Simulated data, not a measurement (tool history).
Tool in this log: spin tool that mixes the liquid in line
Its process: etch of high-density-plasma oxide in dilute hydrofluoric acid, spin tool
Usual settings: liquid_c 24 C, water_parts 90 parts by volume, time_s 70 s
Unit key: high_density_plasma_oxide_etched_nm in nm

run	hour	liquid_c	water_parts	time_s	wafers since the last listed run	hours since the thermometer was replaced	hours since the hydrofluoric acid flow meter was replaced	hours since the gauge calibration	read-back film thickness of the high-density-plasma oxide reference wafer, read on the same gauge (nm)	high_density_plasma_oxide_etched_nm
1	0	24	90	70	0	399.2	576.1	1602.5	39.99	5.47
# hour 82.9: hydrofluoric acid flow meter replaced
2	85	24	90	70	1317	484.2	2.1	1687.5	40.03	5.48
3	132.9	24	90	70	751	532.1	50	1735.4	40.01	5.5
4	180.2	24	90	70	741	579.4	97.3	1782.7	40.01	5.5
5	271.6	24	90	70	1433	670.8	188.7	1874.1	40.01	5.56
6	338.4	24	90	70	1047	737.6	255.5	1940.9	40.03	5.48
7	390	24	90	70	809	789.2	307.1	1992.5	40.02	5.51
8	458.8	24	90	70	1078	858	375.9	2061.3	39.98	5.55
# hour 461.2: thermometer replaced
9	546.4	26.5	90	70	1358	85.2	463.5	2148.9	40	6.15
10	619.9	26.5	90	70	1152	158.7	537	2222.4	40	6.15
11	689.3	25	90	70	1088	228.1	606.4	2291.8	39.99	5.81
# hour 704.7: hydrofluoric acid flow meter replaced
12	789.9	22.5	135	110	1562	328.7	85.2	2392.4	40.04	5.17
# hour 814.3: gauge calibrated
13	848.9	24	75	95	925	387.7	144.2	34.6	40.02	9.11
14	933.8	24	90	70	1331	472.6	229.1	119.5	40.02	5.62
15	1020	24	90	70	1351	558.8	315.3	205.7	40.03	5.59
16	1111.4	21	90	90	1433	650.2	406.7	297.1	39.99	6.42
17	1181.5	24	120	70	1099	720.3	476.8	367.2	40	3.98
# hour 1225.2: thermometer replaced
18	1242.1	24	90	70	934	16.9	537.4	427.8	39.96	5.54
# hour 1277.2: hydrofluoric acid flow meter replaced
19	1315.7	21.5	90	90	1138	90.5	38.5	501.4	39.98	6.43
20	1407.5	24	110	70	1439	182.3	130.3	593.2	40	4.39
21	1468.1	21	90	45	950	242.9	190.9	653.8	40.02	3.12
22	1660.6	26	90	55	3018	435.4	383.4	846.3	39.97	4.69

Forecast run 23:
23	1877.7	22.5	70	70	3404	652.5	600.5	1063.4	?	?

Run 23 came out at read-back film thickness of the high-density-plasma oxide reference wafer, read on the same gauge (nm) 39.98, high_density_plasma_oxide_etched_nm 6.92 nm.
Minus the tool's unlogged condition, the same run would have read high_density_plasma_oxide_etched_nm 6.92 nm.
